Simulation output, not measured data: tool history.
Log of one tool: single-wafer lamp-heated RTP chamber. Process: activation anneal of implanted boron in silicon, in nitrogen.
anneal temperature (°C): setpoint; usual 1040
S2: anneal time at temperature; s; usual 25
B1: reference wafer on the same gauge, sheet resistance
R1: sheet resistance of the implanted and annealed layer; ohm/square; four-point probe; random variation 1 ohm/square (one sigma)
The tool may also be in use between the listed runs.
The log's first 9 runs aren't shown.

At hour 121.8: pyrometer window cleaned and pyrometer calibrated.
Run 10, hour 122.3: usual settings; B1 677.74. Result: R1 671.51 ohm/square.
Run 11, hour 124.6: usual settings; B1 677.91. Result: R1 673.12 ohm/square.
Run 12, hour 140.3: usual settings; B1 678.47. Result: R1 672.25 ohm/square.
Run 13, hour 149.2: usual settings but anneal temperature (°C) 1059; B1 678.21. Result: R1 669.35 ohm/square.
Run 14, hour 202.3: usual settings but anneal temperature (°C) 1059; B1 679.72. Result: R1 671.73 ohm/square.
Run 15, hour 212.2: usual settings but anneal temperature (°C) 1059; B1 680.22. Result: R1 672.37 ohm/square.
Run 16, hour 218.2: usual settings but anneal temperature (°C) 1024, S2 18 s; B1 680.15. Result: R1 676.05 ohm/square.
Run 17, hour 224.3: usual settings but anneal temperature (°C) 1025, S2 11 s; B1 680.45. Result: R1 677.28 ohm/square.
At hour 236.6: pyrometer window cleaned and pyrometer calibrated.
Run 18, hour 237.1: usual settings; B1 681.01. Result: R1 673.93 ohm/square.
Run 19, hour 243: usual settings; B1 681.13. Result: R1 675.17 ohm/square.
At hour 255.3: gauge calibrated.
Run 20, hour 255.4: usual settings but anneal temperature (°C) 1017, S2 36 s; B1 674.52. Result: R1 669.63 ohm/square.
Run 21, hour 266.6: usual settings but anneal temperature (°C) 1068, S2 32 s; B1 674.4. Result: R1 663.21 ohm/square.
Run 22, hour 273: usual settings but anneal temperature (°C) 1062; B1 674.59. Result: R1 665.9 ohm/square.
Run 23, hour 290.6: usual settings but anneal temperature (°C) 1053, S2 14 s; B1 674.49. Result: R1 672.01 ohm/square.

Forecast run 24:
Run 24, hour 304.7: usual settings but anneal temperature (°C) 1031, S2 12 s; B1 ?. Result: R1 ?.

{"run 24": {"B1": 674.41, "R1": 672.34}}
Without the tool's hidden state the same run would have given R1 671.9 ohm/square.

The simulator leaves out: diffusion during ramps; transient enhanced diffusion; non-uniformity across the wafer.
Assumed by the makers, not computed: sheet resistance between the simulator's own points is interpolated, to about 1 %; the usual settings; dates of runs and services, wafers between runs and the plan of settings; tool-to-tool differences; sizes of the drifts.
